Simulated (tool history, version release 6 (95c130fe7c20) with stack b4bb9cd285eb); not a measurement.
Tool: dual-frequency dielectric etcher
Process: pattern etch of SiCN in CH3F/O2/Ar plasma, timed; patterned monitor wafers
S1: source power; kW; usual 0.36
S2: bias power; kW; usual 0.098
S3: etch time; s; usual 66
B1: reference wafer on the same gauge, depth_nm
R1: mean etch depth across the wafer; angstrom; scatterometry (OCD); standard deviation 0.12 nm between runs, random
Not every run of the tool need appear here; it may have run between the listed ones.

{"run": 1, "hour": 0.0, "S1": 0.36, "S2": 0.098, "S3": 66, "B1": 31.24, "R1": 258.3}
{"run": 2, "hour": 10.1, "S1": 0.36, "S2": 0.098, "S3": 66, "B1": 31.21, "R1": 260.2}
{"run": 3, "hour": 26.1, "S1": 0.32, "S2": 0.098, "S3": 66, "B1": 31.22, "R1": 251.1}
{"run": 4, "hour": 34.4, "S1": 0.41, "S2": 0.098, "S3": 66, "B1": 31.2, "R1": 266.5}
{"run": 5, "hour": 42.1, "S1": 0.41, "S2": 0.098, "S3": 66, "B1": 31.2, "R1": 266.2}
{"run": 6, "hour": 51.1, "S1": 0.41, "S2": 0.098, "S3": 66, "B1": 31.19, "R1": 268}
{"run": 7, "hour": 59.4, "S1": 0.36, "S2": 0.098, "S3": 66, "B1": 31.19, "R1": 257.8}
{"run": 8, "hour": 67.6, "S1": 0.36, "S2": 0.098, "S3": 66, "B1": 31.21, "R1": 257.5}
{"run": 9, "hour": 80.5, "S1": 0.36, "S2": 0.098, "S3": 66, "B1": 31.18, "R1": 256}
{"hour": 83.4, "done": "gauge calibrated"}
{"run": 10, "hour": 91.6, "S1": 0.3, "S2": 0.098, "S3": 66, "B1": 31.21, "R1": 245}
{"hour": 105.2, "done": "source power generator calibrated"}
{"hour": 126.1, "done": "wet clean of the chamber"}
{"hour": 141.6, "done": "upper electrode replaced"}
{"run": 11, "hour": 142.1, "S1": 0.3, "S2": 0.077, "S3": 75.5, "B1": 31.19, "R1": 256.6}
{"run": 12, "hour": 142.4, "S1": 0.36, "S2": 0.082, "S3": 52.5, "B1": 31.18, "R1": 193}
{"run": 13, "hour": 142.8, "S1": 0.29, "S2": 0.082, "S3": 66, "B1": 31.19, "R1": 228.7}
{"run": 14, "hour": 147.6, "S1": 0.31, "S2": 0.077, "S3": 58, "B1": 31.21, "R1": 198.4}
{"hour": 154.8, "done": "bias power generator calibrated"}
{"run": 15, "hour": 184.7, "S1": 0.36, "S2": 0.098, "S3": 58, "B1": 31.21, "R1": 231.5}
{"run": 16, "hour": 193.4, "S1": 0.36, "S2": 0.098, "S3": 66, "B1": 31.22, "R1": 266.9}
{"run": 17, "hour": 210.5, "S1": 0.31, "S2": 0.098, "S3": 66, "B1": 31.2, "R1": 255.5}
{"run": 18, "hour": 217.5, "S1": 0.36, "S2": 0.084, "S3": 54, "B1": 31.18, "R1": 200.6}
{"run": 19, "hour": 228.4, "S1": 0.36, "S2": 0.086, "S3": 57, "B1": 31.2, "R1": 213.9}
{"run": 20, "hour": 244.2, "S1": 0.31, "S2": 0.098, "S3": 66, "B1": 31.21, "R1": 254}
{"run": 21, "hour": 255.9, "S1": 0.36, "S2": 0.098, "S3": 66, "B1": 31.21, "R1": 263.2}

Forecast each of these 4 alternatives for the next run:
{"run": "A", "hour": 256.3, "S1": 0.36, "S2": 0.098, "S3": 66, "B1": "?", "R1": "?"}
{"run": "B", "hour": 256.3, "S1": 0.44, "S2": 0.098, "S3": 58.5, "B1": "?", "R1": "?"}
{"run": "C", "hour": 256.3, "S1": 0.44, "S2": 0.075, "S3": 76.5, "B1": "?", "R1": "?"}
{"run": "D", "hour": 256.3, "S1": 0.36, "S2": 0.098, "S3": 81.5, "B1": "?", "R1": "?"}

run=A B1=31.2 R1=262.1
run=B B1=31.2 R1=245.5
run=C B1=31.2 R1=280.3
run=D B1=31.2 R1=323.7
With the hidden condition removed and each run's random variation left untouched, the same runs would have given:
run=A R1=268.3
run=B R1=251.2
run=C R1=286.9
run=D R1=331.3

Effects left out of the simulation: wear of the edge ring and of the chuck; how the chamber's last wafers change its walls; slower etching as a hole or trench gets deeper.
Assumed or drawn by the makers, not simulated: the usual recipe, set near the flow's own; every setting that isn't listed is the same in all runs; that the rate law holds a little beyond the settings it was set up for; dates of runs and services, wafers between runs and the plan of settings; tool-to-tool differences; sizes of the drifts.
